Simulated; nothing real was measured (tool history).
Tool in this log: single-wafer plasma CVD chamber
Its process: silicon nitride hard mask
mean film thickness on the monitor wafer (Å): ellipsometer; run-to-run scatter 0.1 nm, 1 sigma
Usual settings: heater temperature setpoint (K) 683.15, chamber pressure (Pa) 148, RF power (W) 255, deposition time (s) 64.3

run	hour	heater temperature setpoint (K)	chamber pressure (Pa)	RF power (W)	deposition time (s)	wafers since the last listed run	hours since the last thermocouple change	hours since the last RF generator calibration	hours since the last manometer calibration	hours since the showerhead was replaced	hours since the gauge calibration	read-back reference wafer on the same gauge, thickness_nm	mean film thickness on the monitor wafer (Å)
1	0.0	683.15	148	255	69.0	0	1290.4	1436.9	1473.3	4838.0	409.8	66.790	650.09
2	15.9	683.15	148	255	66.9	282	1306.3	1452.8	1489.2	4853.9	425.7	66.778	629.65
3	32.1	683.15	148	255	66.9	287	1322.5	1469.0	1505.4	4870.1	441.9	66.795	625.49
4	38.5	683.15	148	255	57.8	113	1328.9	1475.4	1511.8	4876.5	448.3	66.790	541.66
5	54.4	683.15	148	255	57.8	282	1344.8	1491.3	1527.7	4892.4	464.2	66.809	542.39
6	60.6	683.15	148	255	59.8	110	1351.0	1497.5	1533.9	4898.6	470.4	66.787	562.18
7	74.0	683.15	148	255	59.8	238	1364.4	1510.9	1547.3	4912.0	483.8	66.803	560.39
8	83.2	683.15	148	255	64.3	163	1373.6	1520.1	1556.5	4921.2	493.0	66.810	602.13
9	91.0	683.15	148	255	64.3	138	1381.4	1527.9	1564.3	4929.0	500.8	66.798	601.31
# hour 103.7: gauge calibrated
10	108.1	683.15	148	255	64.3	303	1398.5	1545.0	1581.4	4946.1	4.4	66.793	601.53
11	118.9	683.15	148	255	74.2	191	1409.3	1555.8	1592.2	4956.9	15.2	66.804	693.22
12	126.0	683.15	148	255	74.2	126	1416.4	1562.9	1599.3	4964.0	22.3	66.808	695.12
# hour 134.2: RF generator calibrated
13	148.0	683.15	148	255	64.3	248	1438.4	13.8	1621.3	4986.0	44.3	66.779	618.11
14	163.5	675.15	148	255	64.3	275	1453.9	29.3	1636.8	5001.5	59.8	66.808	620.34
# hour 174.2: capacitance manometer re-zeroed and calibrated
15	208.6	683.15	163	275	64.3	659	1499.0	74.4	34.4	5046.6	104.9	66.819	705.04
16	229.9	683.15	148	255	64.3	378	1520.3	95.7	55.7	5067.9	126.2	66.773	639.62
# hour 240.2: showerhead replaced
17	242.4	694.15	148	305	64.3	79	1532.8	108.2	68.2	2.2	138.7	66.793	737.22
18	260.2	679.15	148	215	69.3	316	1550.6	126.0	86.0	20.0	156.5	66.808	586.52
# hour 276.1: thermocouple changed; heater temperature recalibrated
19	276.6	683.15	148	255	64.3	149	0.5	142.4	102.4	36.4	172.9	66.786	637.03
20	285.6	677.15	160	205	64.3	159	9.5	151.4	111.4	45.4	181.9	66.793	534.68
21	293.0	683.15	148	255	64.3	131	16.9	158.8	118.8	52.8	189.3	66.794	638.32
22	303.1	693.15	185	255	59.2	179	27.0	168.9	128.9	62.9	199.4	66.786	630.35
23	319.9	690.15	172	215	64.3	298	43.8	185.7	145.7	79.7	216.2	66.793	569.44
24	328.8	670.15	129	270	72.1	158	52.7	194.6	154.6	88.6	225.1	66.801	714.27
25	372.1	691.15	137	240	60.7	769	96.0	237.9	197.9	131.9	268.4	66.800	550.11
26	378.1	683.15	148	255	64.3	106	102.0	243.9	203.9	137.9	274.4	66.789	633.72
27	388.7	683.15	124	255	64.3	188	112.6	254.5	214.5	148.5	285.0	66.795	591.97
28	395.1	690.15	168	225	57.0	113	119.0	260.9	220.9	154.9	291.4	66.793	522.87

Hidden state at the last listed run before each entry between runs and at the first one after, where it differs:
Between runs 9 and 10: gauge calibrated (hour 103.7)
  delivered RF power above the setpoint (%): -2.87 -> -2.94; true pressure above the setpoint (%): -8.9 -> -8.91
  measured value less the no-hidden-state value, mean film thickness on the monitor wafer (Å): -37.21 -> -37.63
Between runs 12 and 13: RF generator calibrated (hour 134.2)
  delivered RF power above the setpoint (%): -3 -> -0.0211; true pressure above the setpoint (%): -8.93 -> -8.95
  measured value less the no-hidden-state value, mean film thickness on the monitor wafer (Å): -43.98 -> -21.84
Between runs 14 and 15: capacitance manometer re-zeroed and calibrated (hour 174.2)
  delivered RF power above the setpoint (%): -0.0219 -> -0.0276; true pressure above the setpoint (%): -8.96 -> -0.0617
  measured value less the no-hidden-state value, mean film thickness on the monitor wafer (Å): -21.96 -> -0.31
Between runs 16 and 17: showerhead replaced (hour 240.2)
  delivered RF power above the setpoint (%): -0.0319 -> -0.035; true pressure above the setpoint (%): -0.355 -> -0.522
  measured value less the no-hidden-state value, mean film thickness on the monitor wafer (Å): -1.01 -> -1.63
Between runs 18 and 19: thermocouple changed; heater temperature recalibrated (hour 276.1)
  delivered RF power above the setpoint (%): -0.04 -> -0.0453; true pressure above the setpoint (%): -0.753 -> -0.96
  measured value less the no-hidden-state value, mean film thickness on the monitor wafer (Å): -1.85 -> -2.51
